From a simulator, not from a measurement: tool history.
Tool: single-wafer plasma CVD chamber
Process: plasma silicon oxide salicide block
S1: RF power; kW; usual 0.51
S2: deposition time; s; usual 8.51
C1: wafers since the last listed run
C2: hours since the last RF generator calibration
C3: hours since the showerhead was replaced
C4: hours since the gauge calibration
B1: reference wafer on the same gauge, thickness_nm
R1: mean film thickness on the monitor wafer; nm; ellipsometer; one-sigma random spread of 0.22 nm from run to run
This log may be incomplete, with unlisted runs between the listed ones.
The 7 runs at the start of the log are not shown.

| run | day | S1 | S2 | C1 | C2 | C3 | C4 | B1 | R1 |
|---|---|---|---|---|---|---|---|---|---|
| 8 | 8.15 | 0.435 | 8.51 | 822 | 1467.4 | 1734.9 | 86 | 86.522 | 85.957 |
| 9 | 9.642 | 0.435 | 8.51 | 1517 | 1503.2 | 1770.7 | 121.8 | 86.481 | 85.997 |
| 10 | 10.654 | 0.51 | 8.51 | 1029 | 1527.5 | 1795 | 146.1 | 86.445 | 94.245 |
| 11 | 11.875 | 0.51 | 8.51 | 1241 | 1556.8 | 1824.3 | 175.4 | 86.592 | 93.885 |
| 12 | 12.971 | 0.56 | 8.51 | 1114 | 1583.1 | 1850.6 | 201.7 | 86.6 | 98.227 |
| 13 | 14.304 | 0.56 | 8.51 | 1356 | 1615.1 | 1882.6 | 233.7 | 86.545 | 97.747 |
|  | 15.862 | RF generator calibrated |
| 14 | 15.883 | 0.51 | 8.85 | 1267 | 0.5 | 1920.5 | 271.6 | 86.516 | 97.198 |
| 15 | 16.846 | 0.51 | 8.51 | 979 | 23.6 | 1943.6 | 294.7 | 86.633 | 93.823 |
| 16 | 17.638 | 0.51 | 8.51 | 805 | 42.6 | 1962.6 | 313.7 | 86.503 | 93.754 |
| 17 | 18.296 | 0.51 | 7.04 | 669 | 58.4 | 1978.4 | 329.5 | 86.523 | 77.754 |
| 18 | 19.392 | 0.51 | 8.51 | 1114 | 84.7 | 2004.7 | 355.8 | 86.365 | 94.037 |
| 19 | 20.6 | 0.51 | 8.51 | 1229 | 113.7 | 2033.7 | 384.8 | 86.506 | 93.588 |
| 20 | 21.883 | 0.6 | 8.03 | 1305 | 144.5 | 2064.5 | 415.6 | 86.409 | 95.494 |
| 21 | 23.217 | 0.42 | 7.18 | 1356 | 176.5 | 2096.5 | 447.6 | 86.461 | 70.876 |
| 22 | 24.162 | 0.51 | 8.51 | 962 | 199.2 | 2119.2 | 470.3 | 86.523 | 93.849 |

Predict the results of run 23:
|  | 24.917 | gauge calibrated |
| 23 | 25.454 | 0.51 | 8.51 | 1313 | 230.2 | 2150.2 | 12.9 | ? | ? |

{"run 23": {"B1": 86.52, "R1": 93.954}}
Were there no unlogged condition in the tool, this run, its random variation unchanged, would have produced R1 93.954 nm.
